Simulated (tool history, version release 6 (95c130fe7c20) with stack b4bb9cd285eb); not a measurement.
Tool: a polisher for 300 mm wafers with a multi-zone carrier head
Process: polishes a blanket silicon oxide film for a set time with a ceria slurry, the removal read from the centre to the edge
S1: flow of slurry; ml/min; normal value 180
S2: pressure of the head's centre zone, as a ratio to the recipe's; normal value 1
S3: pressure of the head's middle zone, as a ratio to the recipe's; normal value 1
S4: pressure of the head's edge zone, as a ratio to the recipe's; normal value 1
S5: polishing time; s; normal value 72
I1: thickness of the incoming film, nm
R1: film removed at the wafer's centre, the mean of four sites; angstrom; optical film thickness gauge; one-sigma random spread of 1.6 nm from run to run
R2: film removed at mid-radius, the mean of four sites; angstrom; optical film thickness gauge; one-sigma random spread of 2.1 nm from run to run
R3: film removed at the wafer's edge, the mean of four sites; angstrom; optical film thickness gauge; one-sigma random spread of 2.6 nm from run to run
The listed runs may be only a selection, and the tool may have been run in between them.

run   hour   S1    S2    S3    S4  S5      I1    R1    R2    R3
  1      0  220     1     1     1  72  1699.1  1886  1891  1851
  2     14  180     1     1     1  72  1708.9  1810  1800  1756
  3   22.1  245  1.07     1     1  72  1709.3  1978  1857  1798
  4   33.3  180     1     1     1  72  1728.4  1779  1806  1793
  5   49.3  180     1     1     1  79  1690.7  1921  1928  1887
  6   66.7  120  1.06     1  0.92  56  1717.4  1367  1277  1266
  7   79.2  120     1     1   0.9  72  1731.5  1643  1667  1583
  8   86.6  180  1.05  1.06  1.05  59  1698.8  1502  1512  1441
  9   93.6  240     1     1     1  72  1718.1  1803  1779  1762
 10    109  180     1     1     1  72  1701.2  1837  1845  1830
 11  114.7  180  0.94  1.06     1  91  1723.3  2177  2395  2342
 12  125.5  180     1     1     1  72  1712.9  1811  1808  1810
 13  135.1  230  0.94  0.96     1  85  1684.7  2053  2130  2136
 14  142.5  180   1.1     1     1  72  1737.6  1996  1793  1757
 15  151.9  225     1  1.08     1  72  1708.9  1853  1891  1813
 16  204.2  160     1     1  0.92  72  1698.5  1715  1733  1653
 17  215.1  180     1     1     1  72  1713.5  1765  1738  1672
 18  227.3  230     1  1.04  1.09  72  1714.9  1890  1922  1954
 19  270.2  180     1     1     1  72  1700.5  1764  1788  1735
 20  280.5  240  1.04     1     1  72    1716  1905  1794  1777
 21  288.1  180     1     1     1  72    1705  1765  1765  1723

Put back what was entered between runs (4 entries, withheld): which listed runs does each sit between, and how does the hidden state differ from the listed run before to the listed run after?
In the gap between runs 9 and 10: slurry nozzle cleaned (hour 101.3); centre zone pressure recalibrated (hour 104); worn pad replaced by a new one (hour 108.5)
  removal rate lost through wear of the pad, %: 6.34 -> 0.733
  the result without the hidden state subtracted from the measured one, R1: -122 -> -13 angstrom; R2: -121 -> -13 angstrom; R3: -120 -> -13 angstrom
In the gap between runs 17 and 18: worn pad replaced by a new one (hour 219.1)
  removal rate lost through wear of the pad, %: 6.55 -> 1.67
  the result without the hidden state subtracted from the measured one, R1: -124 -> -32 angstrom; R2: -122 -> -32 angstrom; R3: -117 -> -33 angstrom
